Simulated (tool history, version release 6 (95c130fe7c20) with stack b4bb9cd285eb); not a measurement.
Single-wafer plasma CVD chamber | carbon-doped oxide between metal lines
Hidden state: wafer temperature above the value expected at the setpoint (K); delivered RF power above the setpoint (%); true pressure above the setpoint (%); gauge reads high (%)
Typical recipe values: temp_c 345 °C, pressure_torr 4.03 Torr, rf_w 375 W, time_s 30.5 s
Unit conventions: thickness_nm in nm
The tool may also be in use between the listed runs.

| run | day | temp_c | pressure_torr | rf_w | time_s | wafers since the last listed run | hours since the last thermocouple change | hours since the last RF generator calibration | hours since the last manometer calibration | hours since the showerhead was replaced | hours since the gauge calibration | read-back reference wafer on the same gauge, thickness_nm | thickness_nm |
|---|---|---|---|---|---|---|---|---|---|---|---|---|---|
| 1 | 0.000 | 348 | 4.03 | 375 | 30.5 | 0 | 1963.9 | 1634.0 | 1955.1 | 7026.9 | 88.7 | 128.085 | 106.762 |
| 2 | 0.588 | 345 | 3.24 | 375 | 33.8 | 364 | 1978.0 | 1648.1 | 1969.2 | 7041.0 | 102.8 | 127.990 | 116.543 |
| 3 | 1.125 | 345 | 3.24 | 375 | 33.8 | 333 | 1990.9 | 1661.0 | 1982.1 | 7053.9 | 115.7 | 128.031 | 116.342 |
| 4 | 1.517 | 345 | 3.24 | 375 | 33.8 | 243 | 2000.3 | 1670.4 | 1991.5 | 7063.3 | 125.1 | 127.945 | 115.722 |
|  | 1.525 | gauge calibrated |
| 5 | 2.088 | 345 | 4.03 | 375 | 30.5 | 354 | 2014.0 | 1684.1 | 2005.2 | 7077.0 | 13.5 | 127.954 | 107.298 |
|  | 2.708 | capacitance manometer re-zeroed and calibrated |
| 6 | 2.729 | 345 | 4.03 | 375 | 30.5 | 191 | 2029.4 | 1699.5 | 0.5 | 7092.4 | 28.9 | 127.931 | 107.166 |
| 7 | 3.283 | 345 | 4.03 | 375 | 30.5 | 344 | 2042.7 | 1712.8 | 13.8 | 7105.7 | 42.2 | 128.008 | 106.518 |
| 8 | 3.642 | 345 | 4.03 | 375 | 30.5 | 222 | 2051.3 | 1721.4 | 22.4 | 7114.3 | 50.8 | 127.992 | 106.933 |
| 9 | 4.096 | 345 | 4.03 | 375 | 30.5 | 281 | 2062.2 | 1732.3 | 33.3 | 7125.2 | 61.7 | 128.069 | 106.907 |
|  | 4.550 | RF generator calibrated |
|  | 4.571 | thermocouple changed; heater temperature recalibrated |
| 10 | 4.812 | 357 | 4.03 | 375 | 24.5 | 226 | 5.8 | 6.3 | 50.5 | 7142.4 | 78.9 | 127.992 | 87.697 |
| 11 | 5.262 | 345 | 5.01 | 330 | 35.9 | 279 | 16.6 | 17.1 | 61.3 | 7153.2 | 89.7 | 128.032 | 119.696 |
| 12 | 5.917 | 345 | 4.03 | 335 | 26.7 | 406 | 32.3 | 32.8 | 77.0 | 7168.9 | 105.4 | 128.018 | 88.569 |
|  | 6.346 | gauge calibrated |
| 13 | 6.412 | 335 | 4.03 | 410 | 30.5 | 307 | 44.2 | 44.7 | 88.9 | 7180.8 | 1.6 | 127.945 | 125.720 |
|  | 6.996 | showerhead replaced |
| 14 | 7.075 | 337 | 4.03 | 440 | 27.4 | 204 | 60.1 | 60.6 | 104.8 | 1.9 | 17.5 | 128.000 | 119.957 |
| 15 | 7.396 | 345 | 4.03 | 375 | 30.5 | 199 | 67.8 | 68.3 | 112.5 | 9.6 | 25.2 | 128.113 | 112.713 |

The next listed run, before its measurement:
| 16 | 8.029 | 345 | 4.03 | 375 | 30.5 | 393 | 83.0 | 83.5 | 127.7 | 24.8 | 40.4 | ? | ? |

Run 16 gave read-back reference wafer on the same gauge, thickness_nm 127.959, thickness_nm 112.447 nm.
Had the tool carried no hidden state, the very same run would have given thickness_nm 115.300 nm.
